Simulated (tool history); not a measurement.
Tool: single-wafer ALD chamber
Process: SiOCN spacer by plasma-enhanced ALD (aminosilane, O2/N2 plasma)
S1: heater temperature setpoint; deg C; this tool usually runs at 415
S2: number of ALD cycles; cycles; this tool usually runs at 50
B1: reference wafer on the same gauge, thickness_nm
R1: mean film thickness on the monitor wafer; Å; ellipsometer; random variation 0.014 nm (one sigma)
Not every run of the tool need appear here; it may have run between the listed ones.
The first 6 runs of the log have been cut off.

run,hour,S1,S2,B1,R1
7,142.0,425,50,2.238,26.54
8,159.1,425,50,2.243,26.46
9,177.7,415,50,2.244,27.58
10,192.3,415,50,2.237,27.22
11,204.6,415,50,2.239,27.38
12,232.7,415,50,2.235,27.40
13,255.8,415,50,2.239,27.33
14,286.2,403,45,2.238,25.68
15,305.6,426,57,2.244,30.17
16,329.6,410,45,2.238,24.73
# hour 348.5: thermocouple changed; heater temperature recalibrated
17,364.7,400,53,2.235,30.65
18,378.1,415,50,2.239,27.12
19,400.7,406,44,2.247,24.78
# hour 420.2: gauge calibrated
20,442.1,400,53,2.241,30.37
21,459.5,427,58,2.239,30.55
22,479.1,427,58,2.233,30.12
23,491.1,426,56,2.242,29.54
24,509.6,415,57,2.242,31.05
25,538.0,415,53,2.242,29.00
26,556.0,415,44,2.240,23.83
27,589.2,415,43,2.242,23.56
28,608.8,402,54,2.237,30.64
29,624.8,415,50,2.245,27.18
30,638.5,415,42,2.244,22.90
31,663.1,427,53,2.239,27.95

Here are 3 independent what-if runs from the current tool condition. What would each one return?
A,663.6,415,50,?,?
B,663.6,428,50,?,?
C,663.6,411,58,?,?

run,B1,R1
A,2.246,27.32
B,2.246,26.15
C,2.246,32.10
What these runs would have given with no unlogged condition in the tool:
run,R1
A,27.32
B,26.15
C,32.10

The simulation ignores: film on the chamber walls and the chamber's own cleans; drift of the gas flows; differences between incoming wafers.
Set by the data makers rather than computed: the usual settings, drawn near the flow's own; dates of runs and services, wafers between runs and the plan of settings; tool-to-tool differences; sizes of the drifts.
